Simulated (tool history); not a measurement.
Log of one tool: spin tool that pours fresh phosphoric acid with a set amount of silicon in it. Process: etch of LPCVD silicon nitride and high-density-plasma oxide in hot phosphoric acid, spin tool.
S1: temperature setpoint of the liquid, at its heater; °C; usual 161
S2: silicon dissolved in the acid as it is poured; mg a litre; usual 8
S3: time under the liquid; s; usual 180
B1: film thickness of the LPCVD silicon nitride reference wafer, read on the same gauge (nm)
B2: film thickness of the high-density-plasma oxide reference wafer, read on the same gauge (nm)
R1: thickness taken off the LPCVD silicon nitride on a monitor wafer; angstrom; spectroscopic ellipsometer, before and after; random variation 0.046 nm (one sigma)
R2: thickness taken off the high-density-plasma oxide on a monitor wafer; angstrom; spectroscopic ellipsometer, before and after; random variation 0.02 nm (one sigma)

| run | hour | S1 | S2 | S3 | B1 | B2 | R1 | R2 |
|---|---|---|---|---|---|---|---|---|
| 1 | 0 | 161 | 8 | 225 | 30.02 | 130.009 | 189.7 | 4.85 |
| 2 | 7.3 | 161 | 8 | 180 | 30 | 130.007 | 151.7 | 3.28 |
| 3 | 24.4 | 161 | 8 | 180 | 29.98 | 130.008 | 151.3 | 3.75 |
| 4 | 39.3 | 161 | 8 | 180 | 29.99 | 130.005 | 151.6 | 3.47 |
| 5 | 50.2 | 161 | 8 | 110 | 30.07 | 129.991 | 93.2 | 2.15 |
| 6 | 62.8 | 161 | 8 | 180 | 30.01 | 129.995 | 151.6 | 3.7 |
| 7 | 71.8 | 161 | 8 | 180 | 30.02 | 129.989 | 151.7 | 3.6 |
| 8 | 83.8 | 161 | 8 | 180 | 30.05 | 130.002 | 151.8 | 3.67 |
| 9 | 92.8 | 159 | 2.5 | 255 | 30.01 | 129.984 | 202.7 | 5.27 |
| 10 | 104.4 | 160 | 5 | 135 | 29.99 | 130.001 | 110.5 | 2.81 |
| 11 | 121.3 | 159.5 | 3.5 | 130 | 30.02 | 129.989 | 104.3 | 2.5 |
| 12 | 133.8 | 160 | 8 | 110 | 30.04 | 130.011 | 90 | 1.84 |
|  | 135.7 | heated supply line repaired |
| 13 | 145.4 | 163 | 4 | 215 | 29.97 | 130.011 | 193.8 | 5.04 |
|  | 147.9 | thermometer replaced |
|  | 155.8 | dissolved silicon flow meter replaced |
| 14 | 158.6 | 161 | 8 | 180 | 30.04 | 129.999 | 152 | 3.84 |
| 15 | 181.2 | 162.5 | 8 | 180 | 29.93 | 130.004 | 160.4 | 4.06 |
|  | 181.8 | gauge calibrated |
| 16 | 189.1 | 161 | 8 | 180 | 30.02 | 129.987 | 151.8 | 3.64 |
| 17 | 197.8 | 160 | 12 | 100 | 29.99 | 130.011 | 81.8 | 1.73 |
| 18 | 205.2 | 161 | 8 | 180 | 29.99 | 130.005 | 152.2 | 3.58 |
| 19 | 219.7 | 158.5 | 4 | 180 | 30 | 129.993 | 140.1 | 2.97 |
| 20 | 233.3 | 160 | 8 | 180 | 30.01 | 129.988 | 147.3 | 3.18 |
| 21 | 245.4 | 163.5 | 14 | 80 | 29.99 | 130.015 | 73.7 | 1.64 |

What the log doesn't show, run by run:
liquid hotter than its thermometer reads (K): 0 in every run
dissolved silicon flow below the setpoint (%): 0 in every run
temperature lost on the way to the wafer (K): 0 in every run
gauge reads high (%): 0 in every run

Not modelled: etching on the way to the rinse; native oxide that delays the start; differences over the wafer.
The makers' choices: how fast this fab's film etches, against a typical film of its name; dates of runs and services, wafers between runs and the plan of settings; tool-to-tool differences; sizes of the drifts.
